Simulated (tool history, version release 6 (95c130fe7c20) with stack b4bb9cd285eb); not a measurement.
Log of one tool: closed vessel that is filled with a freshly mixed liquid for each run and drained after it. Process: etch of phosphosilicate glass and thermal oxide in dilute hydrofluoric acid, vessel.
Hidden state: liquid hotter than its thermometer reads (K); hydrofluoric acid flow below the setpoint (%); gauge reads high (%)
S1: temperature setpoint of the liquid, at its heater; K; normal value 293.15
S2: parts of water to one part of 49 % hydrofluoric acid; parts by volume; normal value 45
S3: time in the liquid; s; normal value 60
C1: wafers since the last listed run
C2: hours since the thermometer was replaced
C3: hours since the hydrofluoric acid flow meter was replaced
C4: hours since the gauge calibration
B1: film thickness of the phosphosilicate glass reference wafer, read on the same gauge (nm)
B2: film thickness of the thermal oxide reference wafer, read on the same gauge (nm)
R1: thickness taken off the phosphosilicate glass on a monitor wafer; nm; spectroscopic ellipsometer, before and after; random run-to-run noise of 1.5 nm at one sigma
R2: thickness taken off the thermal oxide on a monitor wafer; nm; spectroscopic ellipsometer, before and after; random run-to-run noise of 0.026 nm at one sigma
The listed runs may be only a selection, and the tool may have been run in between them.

Run 1, day 0.000: usual settings; C1 0; C2 107.7; C3 1417.2; C4 507.7; B1 59.97; B2 90.01. Result: R1 196.43 nm, R2 5.11 nm.
Run 2, day 1.258: usual settings; C1 3852; C2 137.9; C3 1447.4; C4 537.9; B1 60.00; B2 90.02. Result: R1 195.05 nm, R2 5.13 nm.
Run 3, day 1.888: usual settings but S3 75 s; C1 1926; C2 153.0; C3 1462.5; C4 553.0; B1 60.03; B2 90.01. Result: R1 246.50 nm, R2 6.43 nm.
Run 4, day 3.142: usual settings; C1 3839; C2 183.1; C3 1492.6; C4 583.1; B1 60.01; B2 90.02. Result: R1 193.83 nm, R2 5.09 nm.
Run 5, day 3.996: usual settings but S2 55 parts by volume, S3 50 s; C1 2615; C2 203.6; C3 1513.1; C4 603.6; B1 60.02; B2 89.99. Result: R1 133.02 nm, R2 3.42 nm.
Run 6, day 5.488: usual settings but S1 290.15 K, S2 40 parts by volume, S3 45 s; C1 4567; C2 239.4; C3 1548.9; C4 639.4; B1 59.99; B2 90.03. Result: R1 144.52 nm, R2 3.83 nm.
Run 7, day 6.021: usual settings; C1 1632; C2 252.2; C3 1561.7; C4 652.2; B1 60.02; B2 89.97. Result: R1 195.00 nm, R2 5.04 nm.
Run 8, day 7.488: usual settings but S1 296.65 K, S3 90 s; C1 4490; C2 287.4; C3 1596.9; C4 687.4; B1 60.00; B2 90.01. Result: R1 337.83 nm, R2 8.76 nm.
Run 9, day 8.121: usual settings but S1 298.15 K, S2 35 parts by volume, S3 90 s; C1 1939; C2 302.6; C3 1612.1; C4 702.6; B1 60.02; B2 89.97. Result: R1 469.83 nm, R2 12.17 nm.
At day 8.338: hydrofluoric acid flow meter replaced.
Run 10, day 9.550: usual settings but S1 290.15 K; C1 4248; C2 336.9; C3 29.1; C4 736.9; B1 59.98; B2 89.99. Result: R1 195.21 nm, R2 5.19 nm.
Run 11, day 10.850: usual settings but S2 30 parts by volume, S3 90 s; C1 3980; C2 368.1; C3 60.3; C4 768.1; B1 60.01; B2 89.98. Result: R1 513.32 nm, R2 13.39 nm.
Run 12, day 11.508: usual settings; C1 2015; C2 383.9; C3 76.1; C4 783.9; B1 59.98; B2 90.01. Result: R1 220.64 nm, R2 5.81 nm.
At day 12.867: gauge calibrated.
Run 13, day 12.871: usual settings but S1 297.15 K, S3 70 s; C1 4171; C2 416.6; C3 108.8; C4 0.1; B1 59.99; B2 90.01. Result: R1 307.64 nm, R2 8.05 nm.
Run 14, day 13.650: usual settings but S1 291.65 K, S2 55 parts by volume, S3 35 s; C1 2385; C2 435.3; C3 127.5; C4 18.8; B1 60.01; B2 89.99. Result: R1 98.30 nm, R2 2.56 nm.
Run 15, day 14.942: usual settings but S2 65 parts by volume; C1 3954; C2 466.3; C3 158.5; C4 49.8; B1 59.97; B2 89.99. Result: R1 148.57 nm, R2 3.91 nm.
Run 16, day 16.025: usual settings but S1 298.15 K, S2 35 parts by volume, S3 95 s; C1 3316; C2 492.3; C3 184.5; C4 75.8; B1 59.97; B2 90.01. Result: R1 566.58 nm, R2 14.66 nm.
Run 17, day 16.683: usual settings; C1 2015; C2 508.1; C3 200.3; C4 91.6; B1 59.99; B2 90.01. Result: R1 219.72 nm, R2 5.78 nm.
Run 18, day 17.592: usual settings but S1 291.15 K, S2 40 parts by volume; C1 2781; C2 529.9; C3 222.1; C4 113.4; B1 60.00; B2 90.00. Result: R1 231.26 nm, R2 5.97 nm.
Run 19, day 18.438: usual settings but S1 298.15 K, S2 35 parts by volume, S3 90 s; C1 2589; C2 550.2; C3 242.4; C4 133.7; B1 60.02; B2 90.01. Result: R1 527.75 nm, R2 13.85 nm.
Run 20, day 19.292: usual settings; C1 2615; C2 570.7; C3 262.9; C4 154.2; B1 59.99; B2 90.00. Result: R1 221.59 nm, R2 5.76 nm.
Run 21, day 21.154: usual settings; C1 5702; C2 615.4; C3 307.6; C4 198.9; B1 60.00; B2 90.01. Result: R1 217.70 nm, R2 5.70 nm.
Run 22, day 22.592: usual settings but S1 298.15 K, S2 40 parts by volume, S3 50 s; C1 4401; C2 649.9; C3 342.1; C4 233.4; B1 60.01; B2 90.00. Result: R1 252.65 nm, R2 6.68 nm.
Run 23, day 23.838: usual settings but S1 291.65 K, S3 85 s; C1 3814; C2 679.8; C3 372.0; C4 263.3; B1 60.00; B2 89.98. Result: R1 288.99 nm, R2 7.57 nm.
Run 24, day 25.029: usual settings but S2 55 parts by volume; C1 3648; C2 708.4; C3 400.6; C4 291.9; B1 60.01; B2 89.99. Result: R1 174.65 nm, R2 4.63 nm.
Run 25, day 26.012: usual settings; C1 3010; C2 732.0; C3 424.2; C4 315.5; B1 60.03; B2 90.00. Result: R1 217.39 nm, R2 5.69 nm.
Run 26, day 27.383: usual settings; C1 4197; C2 764.9; C3 457.1; C4 348.4; B1 60.02; B2 90.00. Result: R1 216.00 nm, R2 5.66 nm.

4 options for the next run, each taken on its own from the tool as it stands now. Forecast them:
Run A, day 27.412: usual settings; C1 89; C2 765.6; C3 457.8; C4 349.1; B1 ?; B2 ?. Result: R1 ?, R2 ?.
Run B, day 27.412: usual settings but S1 290.15 K, S2 65 parts by volume, S3 40 s; C1 89; C2 765.6; C3 457.8; C4 349.1; B1 ?; B2 ?. Result: R1 ?, R2 ?.
Run C, day 27.412: usual settings but S2 55 parts by volume, S3 35 s; C1 89; C2 765.6; C3 457.8; C4 349.1; B1 ?; B2 ?. Result: R1 ?, R2 ?.
Run D, day 27.412: usual settings but S1 290.15 K, S2 30 parts by volume, S3 30 s; C1 89; C2 765.6; C3 457.8; C4 349.1; B1 ?; B2 ?. Result: R1 ?, R2 ?.

run     B1     B2      R1    R2
  A  60.02  90.01  216.31  5.63
  B  60.02  90.01   85.75  2.23
  C  60.02  90.01  101.97  2.66
  D  60.02  90.01  145.06  3.78
Without the tool's hidden state the same runs would have given:
run      R1    R2
  A  224.54  5.85
  B   89.06  2.32
  C  105.89  2.76
  D  150.47  3.92
